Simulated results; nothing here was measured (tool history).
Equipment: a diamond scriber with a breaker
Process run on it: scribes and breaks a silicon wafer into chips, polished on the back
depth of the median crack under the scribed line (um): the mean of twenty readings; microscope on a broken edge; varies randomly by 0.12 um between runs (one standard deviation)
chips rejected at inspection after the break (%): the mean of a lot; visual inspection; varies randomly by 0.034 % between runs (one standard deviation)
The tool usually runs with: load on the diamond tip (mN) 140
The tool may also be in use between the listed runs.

run     day  load on the diamond tip (mN)  incoming depth of the damage left on the back of the incoming wafer, um  depth of the median crack under the scribed line (um)  chips rejected at inspection after the break (%)
  1       0                           120                                                                     0.02                                                  10.18                                               2.9
  2   1.362                           120                                                                     0.02                                                  10.18                                              2.64
  3   2.708                           120                                                                     0.01                                                  10.06                                              2.69
  4   4.029                           110                                                                     0.03                                                    9.4                                              5.35
  5   4.821                           110                                                                     0.03                                                   9.37                                              5.18
  6   5.517                           140                                                                     0.05                                                   11.7                                              0.86
  7    6.95                           140                                                                     0.05                                                  11.79                                              0.88
  8   7.629                           140                                                                     0.04                                                   11.5                                              0.86
  9   8.992                           140                                                                     0.03                                                  11.64                                              0.93
 10  10.067                           140                                                                     0.02                                                  11.75                                              0.93
 11  10.596                           123                                                                     0.02                                                   10.4                                              2.13
 12  11.217                           123                                                                     0.01                                                  10.61                                              2.22
 13  11.817                           106                                                                     0.02                                                   8.95                                              7.09
 14  12.788                           140                                                                     0.01                                                  11.68                                              0.93
 15  13.617                           127                                                                     0.02                                                  10.73                                              1.55
 16  14.642                           171                                                                     0.05                                                  13.81                                              3.52
     15.275  -- diamond tip replaced by a new one
 17  15.354                           176                                                                     0.03                                                  14.36                                              4.49
 18  16.621                           107                                                                     0.04                                                   9.15                                              6.62
 19  17.312                           160                                                                     0.03                                                  12.99                                              2.11
     18.617  -- load on the tip recalibrated
 20   18.75                           163                                                                     0.04                                                  13.25                                              2.58
 21  20.812                           102                                                                     0.03                                                    8.9                                              8.56
 22  23.112                           140                                                                     0.03                                                  11.65                                              0.97
 23  27.012                           115                                                                     0.03                                                   9.63                                              3.64
 24  28.462                           155                                                                     0.03                                                  12.99                                              1.58

The tool's hidden state at each run:
share of the diamond tip's cutting effectiveness lost through wear, %: 0 on each run
deviation of the load on the tip from its setpoint, %: 0 on each run

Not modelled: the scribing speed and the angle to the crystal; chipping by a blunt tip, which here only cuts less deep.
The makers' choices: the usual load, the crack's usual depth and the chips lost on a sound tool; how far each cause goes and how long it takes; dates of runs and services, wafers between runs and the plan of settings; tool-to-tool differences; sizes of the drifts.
